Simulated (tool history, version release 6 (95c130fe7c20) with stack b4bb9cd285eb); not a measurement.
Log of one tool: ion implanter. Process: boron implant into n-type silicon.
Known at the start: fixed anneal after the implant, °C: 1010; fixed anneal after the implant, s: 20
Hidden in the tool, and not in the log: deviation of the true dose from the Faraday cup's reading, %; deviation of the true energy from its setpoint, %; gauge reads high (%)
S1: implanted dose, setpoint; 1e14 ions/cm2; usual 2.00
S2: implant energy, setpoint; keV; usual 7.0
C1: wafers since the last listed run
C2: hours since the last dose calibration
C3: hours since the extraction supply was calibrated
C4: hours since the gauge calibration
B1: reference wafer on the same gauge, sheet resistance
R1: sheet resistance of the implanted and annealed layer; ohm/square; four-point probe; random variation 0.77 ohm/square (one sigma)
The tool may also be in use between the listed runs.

| run | hour | S1 | S2 | C1 | C2 | C3 | C4 | B1 | R1 |
|---|---|---|---|---|---|---|---|---|---|
| 1 | 0.0 | 2.00 | 8.0 | 0 | 1702.1 | 6437.6 | 148.8 | 568.96 | 493.17 |
| 2 | 8.7 | 2.00 | 7.0 | 192 | 1710.8 | 6446.3 | 157.5 | 568.90 | 499.89 |
| 3 | 22.1 | 2.00 | 7.0 | 296 | 1724.2 | 6459.7 | 170.9 | 569.05 | 500.81 |
| 4 | 35.6 | 2.00 | 7.0 | 298 | 1737.7 | 6473.2 | 184.4 | 568.88 | 499.35 |
| 5 | 43.6 | 2.39 | 7.0 | 176 | 1745.7 | 6481.2 | 192.4 | 568.81 | 431.06 |
| 6 | 50.7 | 2.00 | 7.0 | 156 | 1752.8 | 6488.3 | 199.5 | 569.11 | 498.92 |
| 7 | 68.4 | 2.00 | 7.0 | 391 | 1770.5 | 6506.0 | 217.2 | 569.17 | 498.69 |
| 8 | 77.0 | 2.00 | 7.0 | 190 | 1779.1 | 6514.6 | 225.8 | 569.05 | 499.34 |
| 9 | 86.3 | 2.00 | 7.0 | 205 | 1788.4 | 6523.9 | 235.1 | 569.10 | 498.29 |
| 10 | 97.4 | 2.00 | 7.0 | 245 | 1799.5 | 6535.0 | 246.2 | 569.02 | 498.24 |
| 11 | 109.8 | 2.00 | 7.0 | 274 | 1811.9 | 6547.4 | 258.6 | 568.96 | 497.18 |
| 12 | 121.1 | 1.52 | 5.5 | 249 | 1823.2 | 6558.7 | 269.9 | 569.01 | 642.38 |
| 13 | 135.0 | 2.00 | 7.0 | 307 | 1837.1 | 6572.6 | 283.8 | 569.09 | 498.94 |
| 14 | 144.9 | 2.00 | 7.0 | 218 | 1847.0 | 6582.5 | 293.7 | 569.05 | 496.72 |
| 15 | 154.1 | 2.00 | 7.0 | 203 | 1856.2 | 6591.7 | 302.9 | 568.97 | 498.48 |
| 16 | 169.6 | 1.40 | 7.0 | 342 | 1871.7 | 6607.2 | 318.4 | 568.95 | 665.36 |
| 17 | 186.4 | 1.55 | 6.0 | 371 | 1888.5 | 6624.0 | 335.2 | 568.95 | 624.20 |
|  | 196.9 | extraction supply calibrated |
| 18 | 202.7 | 2.34 | 6.0 | 183 | 1904.8 | 5.8 | 351.5 | 568.96 | 445.09 |
| 19 | 217.0 | 2.00 | 7.0 | 315 | 1919.1 | 20.1 | 365.8 | 568.94 | 498.43 |
| 20 | 229.0 | 1.83 | 7.5 | 265 | 1931.1 | 32.1 | 377.8 | 569.01 | 530.60 |
| 21 | 240.0 | 2.57 | 5.5 | 243 | 1942.1 | 43.1 | 388.8 | 568.83 | 415.31 |
|  | 248.1 | gauge calibrated |
| 22 | 255.6 | 2.00 | 5.5 | 344 | 1957.7 | 58.7 | 7.5 | 569.04 | 511.64 |

The next listed run, before its measurement:
| 23 | 273.3 | 2.00 | 7.0 | 391 | 1975.4 | 76.4 | 25.2 | ? | ? |

{"run 23": {"B1": 568.99, "R1": 496.05}}
Without the tool's hidden state the same run would have given R1 510.99 ohm/square.
